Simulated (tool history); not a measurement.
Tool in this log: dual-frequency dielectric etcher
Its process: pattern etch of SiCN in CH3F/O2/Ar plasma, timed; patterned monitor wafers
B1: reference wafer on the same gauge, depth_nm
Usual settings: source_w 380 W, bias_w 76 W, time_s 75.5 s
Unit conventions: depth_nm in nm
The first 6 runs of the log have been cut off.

{"run": 7, "hour": 155.0, "source_w": 380, "bias_w": 87, "time_s": 75.5, "B1": 25.76, "depth_nm": 32.09}
{"run": 8, "hour": 170.6, "source_w": 380, "bias_w": 87, "time_s": 75.5, "B1": 25.74, "depth_nm": 31.9}
{"hour": 202.3, "done": "upper electrode replaced, of another model than before"}
{"run": 9, "hour": 202.8, "source_w": 380, "bias_w": 76, "time_s": 82.5, "B1": 25.78, "depth_nm": 33.31}
{"run": 10, "hour": 217.2, "source_w": 380, "bias_w": 76, "time_s": 82.5, "B1": 25.78, "depth_nm": 33.59}
{"run": 11, "hour": 233.0, "source_w": 380, "bias_w": 76, "time_s": 82.5, "B1": 25.78, "depth_nm": 33.77}
{"run": 12, "hour": 261.1, "source_w": 380, "bias_w": 76, "time_s": 75.5, "B1": 25.8, "depth_nm": 30.66}
{"run": 13, "hour": 274.8, "source_w": 380, "bias_w": 60, "time_s": 75.5, "B1": 25.81, "depth_nm": 28.61}
{"hour": 282.0, "done": "source power generator calibrated"}
{"run": 14, "hour": 289.7, "source_w": 440, "bias_w": 62, "time_s": 64.0, "B1": 25.8, "depth_nm": 26.98}
{"run": 15, "hour": 315.0, "source_w": 380, "bias_w": 76, "time_s": 75.5, "B1": 25.83, "depth_nm": 30.29}
{"run": 16, "hour": 333.0, "source_w": 380, "bias_w": 76, "time_s": 75.5, "B1": 25.8, "depth_nm": 30.29}
{"run": 17, "hour": 361.6, "source_w": 310, "bias_w": 58, "time_s": 69.5, "B1": 25.81, "depth_nm": 22.17}
{"run": 18, "hour": 380.6, "source_w": 380, "bias_w": 76, "time_s": 75.5, "B1": 25.78, "depth_nm": 30.07}
{"run": 19, "hour": 403.7, "source_w": 300, "bias_w": 92, "time_s": 85.5, "B1": 25.83, "depth_nm": 29.72}
{"run": 20, "hour": 438.5, "source_w": 380, "bias_w": 76, "time_s": 75.5, "B1": 25.78, "depth_nm": 29.92}
{"hour": 442.4, "done": "gauge calibrated"}
{"run": 21, "hour": 464.5, "source_w": 380, "bias_w": 76, "time_s": 75.5, "B1": 25.79, "depth_nm": 29.6}
{"hour": 552.6, "done": "wet clean of the chamber"}
{"run": 22, "hour": 553.1, "source_w": 380, "bias_w": 83, "time_s": 93.5, "B1": 25.78, "depth_nm": 39.51}
{"run": 23, "hour": 553.4, "source_w": 470, "bias_w": 70, "time_s": 93.0, "B1": 25.81, "depth_nm": 42.65}
{"run": 24, "hour": 571.5, "source_w": 450, "bias_w": 84, "time_s": 75.5, "B1": 25.85, "depth_nm": 35.26}
{"run": 25, "hour": 603.9, "source_w": 310, "bias_w": 94, "time_s": 81.5, "B1": 25.76, "depth_nm": 30.27}
{"run": 26, "hour": 637.9, "source_w": 440, "bias_w": 76, "time_s": 64.5, "B1": 25.83, "depth_nm": 28.89}
{"run": 27, "hour": 659.0, "source_w": 380, "bias_w": 83, "time_s": 86.5, "B1": 25.8, "depth_nm": 35.89}
{"run": 28, "hour": 690.9, "source_w": 380, "bias_w": 76, "time_s": 75.5, "B1": 25.74, "depth_nm": 30.63}
{"run": 29, "hour": 709.1, "source_w": 380, "bias_w": 76, "time_s": 58.0, "B1": 25.79, "depth_nm": 23.16}
{"run": 30, "hour": 739.3, "source_w": 290, "bias_w": 84, "time_s": 63.0, "B1": 25.77, "depth_nm": 21.23}
{"run": 31, "hour": 753.0, "source_w": 380, "bias_w": 93, "time_s": 75.5, "B1": 25.78, "depth_nm": 32.12}

3 ways to go on from here, each from the tool as it stands after run 31. What would each give?
{"run": "A", "hour": 753.4, "source_w": 380, "bias_w": 76, "time_s": 86.0, "B1": "?", "depth_nm": "?"}
{"run": "B", "hour": 753.4, "source_w": 480, "bias_w": 65, "time_s": 97.0, "B1": "?", "depth_nm": "?"}
{"run": "C", "hour": 753.4, "source_w": 460, "bias_w": 59, "time_s": 75.5, "B1": "?", "depth_nm": "?"}

run=A B1=25.81 depth_nm=34.59
run=B B1=25.81 depth_nm=43.59
run=C B1=25.81 depth_nm=32.28
What these runs would have given with no unlogged condition in the tool:
run=A depth_nm=35.11
run=B depth_nm=44.25
run=C depth_nm=32.77
